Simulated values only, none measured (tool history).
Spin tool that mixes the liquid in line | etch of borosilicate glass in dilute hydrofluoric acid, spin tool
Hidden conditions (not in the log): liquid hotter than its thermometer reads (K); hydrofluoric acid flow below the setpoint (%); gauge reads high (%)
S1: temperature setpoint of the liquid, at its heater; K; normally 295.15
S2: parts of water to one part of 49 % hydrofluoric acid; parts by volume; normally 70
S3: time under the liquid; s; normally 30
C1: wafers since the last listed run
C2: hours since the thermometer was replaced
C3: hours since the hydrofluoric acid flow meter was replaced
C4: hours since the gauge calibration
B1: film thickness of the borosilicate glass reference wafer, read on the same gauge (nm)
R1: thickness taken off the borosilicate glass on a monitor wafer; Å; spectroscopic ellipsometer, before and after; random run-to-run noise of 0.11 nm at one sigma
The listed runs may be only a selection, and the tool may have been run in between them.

run 1 hour=0.0 | S1=298.65 S2=70 S3=30 | C1=0 C2=1875.1 C3=818.1 C4=245.0 | B1=80.02 | R1=116.6
run 2 hour=9.7 | S1=295.15 S2=70 S3=30 | C1=150 C2=1884.8 C3=827.8 C4=254.7 | B1=80.07 | R1=101.0
run 3 hour=26.3 | S1=295.15 S2=70 S3=30 | C1=256 C2=1901.4 C3=844.4 C4=271.3 | B1=80.04 | R1=101.1
run 4 hour=37.4 | S1=295.15 S2=90 S3=30 | C1=171 C2=1912.5 C3=855.5 C4=282.4 | B1=80.07 | R1=77.4
run 5 hour=43.6 | S1=295.15 S2=90 S3=30 | C1=95 C2=1918.7 C3=861.7 C4=288.6 | B1=79.94 | R1=76.6
run 6 hour=50.6 | S1=295.15 S2=90 S3=30 | C1=108 C2=1925.7 C3=868.7 C4=295.6 | B1=80.00 | R1=77.3
run 7 hour=65.1 | S1=295.15 S2=70 S3=30 | C1=224 C2=1940.2 C3=883.2 C4=310.1 | B1=79.98 | R1=100.9
run 8 hour=72.0 | S1=295.15 S2=70 S3=30 | C1=106 C2=1947.1 C3=890.1 C4=317.0 | B1=80.01 | R1=102.1
run 9 hour=87.5 | S1=297.15 S2=70 S3=30 | C1=239 C2=1962.6 C3=905.6 C4=332.5 | B1=80.05 | R1=108.1
run 10 hour=99.4 | S1=292.65 S2=95 S3=30 | C1=184 C2=1974.5 C3=917.5 C4=344.4 | B1=80.00 | R1=63.8
run 11 hour=106.0 | S1=295.15 S2=85 S3=30 | C1=102 C2=1981.1 C3=924.1 C4=351.0 | B1=80.03 | R1=81.2
run 12 hour=116.0 | S1=295.15 S2=85 S3=30 | C1=154 C2=1991.1 C3=934.1 C4=361.0 | B1=80.01 | R1=81.4
run 13 hour=133.2 | S1=295.15 S2=85 S3=30 | C1=266 C2=2008.3 C3=951.3 C4=378.2 | B1=80.01 | R1=81.3
run 14 hour=144.2 | S1=295.15 S2=70 S3=30 | C1=170 C2=2019.3 C3=962.3 C4=389.2 | B1=79.97 | R1=100.6
run 15 hour=152.0 | S1=295.15 S2=60 S3=15 | C1=120 C2=2027.1 C3=970.1 C4=397.0 | B1=80.01 | R1=58.2
run 16 hour=168.4 | S1=293.65 S2=40 S3=45 | C1=253 C2=2043.5 C3=986.5 C4=413.4 | B1=80.00 | R1=253.6
run 17 hour=179.7 | S1=295.15 S2=70 S3=30 | C1=174 C2=2054.8 C3=997.8 C4=424.7 | B1=80.01 | R1=99.6
-- hour=186.9 gauge calibrated
run 18 hour=195.7 | S1=295.15 S2=70 S3=30 | C1=247 C2=2070.8 C3=1013.8 C4=8.8 | B1=80.02 | R1=98.1
-- hour=202.7 thermometer replaced
run 19 hour=209.0 | S1=293.65 S2=40 S3=45 | C1=190 C2=6.3 C3=1027.1 C4=22.1 | B1=79.99 | R1=256.7
run 20 hour=220.0 | S1=293.15 S2=70 S3=30 | C1=170 C2=17.3 C3=1038.1 C4=33.1 | B1=79.96 | R1=91.2
run 21 hour=231.8 | S1=299.15 S2=70 S3=30 | C1=182 C2=29.1 C3=1049.9 C4=44.9 | B1=80.02 | R1=116.6
-- hour=246.2 hydrofluoric acid flow meter replaced
run 22 hour=248.7 | S1=295.15 S2=70 S3=30 | C1=246 C2=46.0 C3=2.5 C4=61.8 | B1=80.02 | R1=113.8
run 23 hour=258.3 | S1=300.15 S2=70 S3=30 | C1=148 C2=55.6 C3=12.1 C4=71.4 | B1=79.99 | R1=136.5
run 24 hour=268.3 | S1=298.65 S2=70 S3=15 | C1=154 C2=65.6 C3=22.1 C4=81.4 | B1=79.99 | R1=65.6
run 25 hour=286.0 | S1=290.65 S2=55 S3=15 | C1=274 C2=83.3 C3=39.8 C4=99.1 | B1=80.03 | R1=60.1
run 26 hour=295.8 | S1=295.15 S2=70 S3=30 | C1=151 C2=93.1 C3=49.6 C4=108.9 | B1=79.95 | R1=110.4
run 27 hour=310.1 | S1=292.65 S2=70 S3=40 | C1=221 C2=107.4 C3=63.9 C4=123.2 | B1=80.01 | R1=135.6
run 28 hour=326.6 | S1=293.65 S2=70 S3=35 | C1=255 C2=123.9 C3=80.4 C4=139.7 | B1=80.01 | R1=120.2
run 29 hour=343.4 | S1=295.15 S2=70 S3=30 | C1=260 C2=140.7 C3=97.2 C4=156.5 | B1=80.01 | R1=112.7
run 30 hour=358.5 | S1=291.65 S2=60 S3=30 | C1=233 C2=155.8 C3=112.3 C4=171.6 | B1=80.02 | R1=114.5
run 31 hour=370.3 | S1=295.15 S2=70 S3=30 | C1=182 C2=167.6 C3=124.1 C4=183.4 | B1=80.00 | R1=111.0
run 32 hour=382.1 | S1=291.15 S2=70 S3=25 | C1=182 C2=179.4 C3=135.9 C4=195.2 | B1=80.02 | R1=78.6
run 33 hour=393.7 | S1=299.65 S2=55 S3=15 | C1=179 C2=191.0 C3=147.5 C4=206.8 | B1=79.98 | R1=86.8

For each run, the measured value with the value that run would have given without the tool's hidden condition subtracted. The run-to-run variation is shared by both, the gauge scatter possibly not:
run=1 R1=-14.1
run=2 R1=-12.3
run=3 R1=-12.5
run=4 R1=-9.9
run=5 R1=-10.0
run=6 R1=-10.1
run=7 R1=-13.1
run=8 R1=-13.4
run=9 R1=-14.5
run=10 R1=-8.8
run=11 R1=-11.3
run=12 R1=-11.4
run=13 R1=-11.6
run=14 R1=-14.4
run=15 R1=-8.3
run=16 R1=-35.8
run=17 R1=-14.8
run=18 R1=-14.8
run=19 R1=-38.0
run=20 R1=-14.1
run=21 R1=-18.6
run=22 R1=-0.2
run=23 R1=-0.4
run=24 R1=-0.3
run=25 R1=-0.4
run=26 R1=-0.9
run=27 R1=-1.3
run=28 R1=-1.4
run=29 R1=-1.6
run=30 R1=-1.8
run=31 R1=-1.9
run=32 R1=-1.5
run=33 R1=-1.8
